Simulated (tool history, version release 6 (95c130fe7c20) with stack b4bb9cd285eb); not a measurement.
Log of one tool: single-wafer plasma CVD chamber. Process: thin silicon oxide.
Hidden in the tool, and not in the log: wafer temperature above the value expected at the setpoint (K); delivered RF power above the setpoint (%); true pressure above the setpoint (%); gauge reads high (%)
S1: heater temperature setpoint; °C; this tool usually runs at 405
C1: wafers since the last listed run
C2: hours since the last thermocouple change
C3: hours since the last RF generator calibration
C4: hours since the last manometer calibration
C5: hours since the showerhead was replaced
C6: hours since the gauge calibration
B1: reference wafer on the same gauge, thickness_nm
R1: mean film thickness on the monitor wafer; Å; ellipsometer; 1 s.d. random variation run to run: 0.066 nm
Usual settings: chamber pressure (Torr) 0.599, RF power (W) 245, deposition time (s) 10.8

{"run": 1, "hour": 0.0, "S1": 405, "chamber pressure (Torr)": 0.599, "RF power (W)": 245, "deposition time (s)": 10.8, "C1": 0, "C2": 1938.2, "C3": 54, "C4": 2011.8, "C5": 3430.2, "C6": 1736.9, "B1": 10.593, "R1": 128.04}
{"run": 2, "hour": 54.7, "S1": 396, "chamber pressure (Torr)": 0.599, "RF power (W)": 245, "deposition time (s)": 10.8, "C1": 1857, "C2": 1992.9, "C3": 108.7, "C4": 2066.5, "C5": 3484.9, "C6": 1791.6, "B1": 10.612, "R1": 126.57}
{"run": 3, "hour": 85.0, "S1": 396, "chamber pressure (Torr)": 0.599, "RF power (W)": 245, "deposition time (s)": 10.8, "C1": 1028, "C2": 2023.2, "C3": 139, "C4": 2096.8, "C5": 3515.2, "C6": 1821.9, "B1": 10.601, "R1": 127.53}
{"run": 4, "hour": 142.4, "S1": 396, "chamber pressure (Torr)": 0.599, "RF power (W)": 245, "deposition time (s)": 10.8, "C1": 1948, "C2": 2080.6, "C3": 196.4, "C4": 2154.2, "C5": 3572.6, "C6": 1879.3, "B1": 10.625, "R1": 125.46}
{"run": 5, "hour": 212.4, "S1": 405, "chamber pressure (Torr)": 0.505, "RF power (W)": 220, "deposition time (s)": 10.8, "C1": 2376, "C2": 2150.6, "C3": 266.4, "C4": 2224.2, "C5": 3642.6, "C6": 1949.3, "B1": 10.609, "R1": 96.08}
{"hour": 228.0, "done": "showerhead replaced"}
{"run": 6, "hour": 268.6, "S1": 405, "chamber pressure (Torr)": 0.599, "RF power (W)": 245, "deposition time (s)": 10.8, "C1": 1636, "C2": 2206.8, "C3": 322.6, "C4": 2280.4, "C5": 40.6, "C6": 2005.5, "B1": 10.584, "R1": 123.55}
{"run": 7, "hour": 297.0, "S1": 405, "chamber pressure (Torr)": 0.599, "RF power (W)": 245, "deposition time (s)": 10.8, "C1": 964, "C2": 2235.2, "C3": 351, "C4": 2308.8, "C5": 69, "C6": 2033.9, "B1": 10.629, "R1": 123.42}
{"hour": 306.1, "done": "capacitance manometer re-zeroed and calibrated"}
{"run": 8, "hour": 343.7, "S1": 400, "chamber pressure (Torr)": 0.599, "RF power (W)": 245, "deposition time (s)": 10.8, "C1": 1313, "C2": 2281.9, "C3": 397.7, "C4": 37.6, "C5": 115.7, "C6": 2080.6, "B1": 10.581, "R1": 122.64}
{"run": 9, "hour": 378.9, "S1": 405, "chamber pressure (Torr)": 0.599, "RF power (W)": 200, "deposition time (s)": 11.6, "C1": 1195, "C2": 2317.1, "C3": 432.9, "C4": 72.8, "C5": 150.9, "C6": 2115.8, "B1": 10.575, "R1": 113.07}
{"run": 10, "hour": 427.9, "S1": 391, "chamber pressure (Torr)": 0.599, "RF power (W)": 245, "deposition time (s)": 10.8, "C1": 1663, "C2": 2366.1, "C3": 481.9, "C4": 121.8, "C5": 199.9, "C6": 2164.8, "B1": 10.594, "R1": 122.19}
{"run": 11, "hour": 455.1, "S1": 405, "chamber pressure (Torr)": 0.599, "RF power (W)": 245, "deposition time (s)": 10.8, "C1": 923, "C2": 2393.3, "C3": 509.1, "C4": 149, "C5": 227.1, "C6": 2192, "B1": 10.613, "R1": 121.82}
{"hour": 469.6, "done": "thermocouple changed; heater temperature recalibrated"}
{"run": 12, "hour": 513.6, "S1": 405, "chamber pressure (Torr)": 0.708, "RF power (W)": 245, "deposition time (s)": 11.4, "C1": 1714, "C2": 44, "C3": 567.6, "C4": 207.5, "C5": 285.6, "C6": 2250.5, "B1": 10.601, "R1": 151.53}
{"run": 13, "hour": 584.6, "S1": 411, "chamber pressure (Torr)": 0.671, "RF power (W)": 245, "deposition time (s)": 9.7, "C1": 2410, "C2": 115, "C3": 638.6, "C4": 278.5, "C5": 356.6, "C6": 2321.5, "B1": 10.592, "R1": 122.3}
{"run": 14, "hour": 644.6, "S1": 391, "chamber pressure (Torr)": 0.599, "RF power (W)": 245, "deposition time (s)": 10.8, "C1": 2037, "C2": 175, "C3": 698.6, "C4": 338.5, "C5": 416.6, "C6": 2381.5, "B1": 10.592, "R1": 124.1}
{"hour": 672.6, "done": "gauge calibrated"}
{"run": 15, "hour": 677.4, "S1": 405, "chamber pressure (Torr)": 0.46, "RF power (W)": 230, "deposition time (s)": 12.5, "C1": 1113, "C2": 207.8, "C3": 731.4, "C4": 371.3, "C5": 449.4, "C6": 4.8, "B1": 10.58, "R1": 103.1}
{"run": 16, "hour": 747.6, "S1": 405, "chamber pressure (Torr)": 0.599, "RF power (W)": 280, "deposition time (s)": 10.8, "C1": 2383, "C2": 278, "C3": 801.6, "C4": 441.5, "C5": 519.6, "C6": 75, "B1": 10.614, "R1": 132.31}
{"hour": 793.0, "done": "RF generator calibrated"}
{"run": 17, "hour": 815.3, "S1": 405, "chamber pressure (Torr)": 0.599, "RF power (W)": 245, "deposition time (s)": 10.8, "C1": 2026, "C2": 345.7, "C3": 22.3, "C4": 509.2, "C5": 587.3, "C6": 142.7, "B1": 10.601, "R1": 126.27}
{"run": 18, "hour": 847.2, "S1": 410, "chamber pressure (Torr)": 0.599, "RF power (W)": 275, "deposition time (s)": 9.6, "C1": 1083, "C2": 377.6, "C3": 54.2, "C4": 541.1, "C5": 619.2, "C6": 174.6, "B1": 10.623, "R1": 119.9}
{"run": 19, "hour": 880.1, "S1": 401, "chamber pressure (Torr)": 0.669, "RF power (W)": 245, "deposition time (s)": 10.8, "C1": 1117, "C2": 410.5, "C3": 87.1, "C4": 574, "C5": 652.1, "C6": 207.5, "B1": 10.601, "R1": 140.71}
{"run": 20, "hour": 926.5, "S1": 405, "chamber pressure (Torr)": 0.599, "RF power (W)": 245, "deposition time (s)": 10.2, "C1": 1575, "C2": 456.9, "C3": 133.5, "C4": 620.4, "C5": 698.5, "C6": 253.9, "B1": 10.574, "R1": 118.24}
{"run": 21, "hour": 967.4, "S1": 391, "chamber pressure (Torr)": 0.599, "RF power (W)": 245, "deposition time (s)": 10.8, "C1": 1388, "C2": 497.8, "C3": 174.4, "C4": 661.3, "C5": 739.4, "C6": 294.8, "B1": 10.59, "R1": 124.89}
{"run": 22, "hour": 1010.0, "S1": 405, "chamber pressure (Torr)": 0.599, "RF power (W)": 245, "deposition time (s)": 10.8, "C1": 1446, "C2": 540.4, "C3": 217, "C4": 703.9, "C5": 782, "C6": 337.4, "B1": 10.585, "R1": 125.27}

Run 23 has not been measured yet. What should we expect?
{"run": 23, "hour": 1066.4, "S1": 419, "chamber pressure (Torr)": 0.707, "RF power (W)": 245, "deposition time (s)": 10.8, "C1": 1914, "C2": 596.8, "C3": 273.4, "C4": 760.3, "C5": 838.4, "C6": 393.8, "B1": "?", "R1": "?"}

{"run 23": {"B1": 10.605, "R1": 144.14}}
Minus the tool's unlogged condition, the same run would have read R1 150.4 Å.

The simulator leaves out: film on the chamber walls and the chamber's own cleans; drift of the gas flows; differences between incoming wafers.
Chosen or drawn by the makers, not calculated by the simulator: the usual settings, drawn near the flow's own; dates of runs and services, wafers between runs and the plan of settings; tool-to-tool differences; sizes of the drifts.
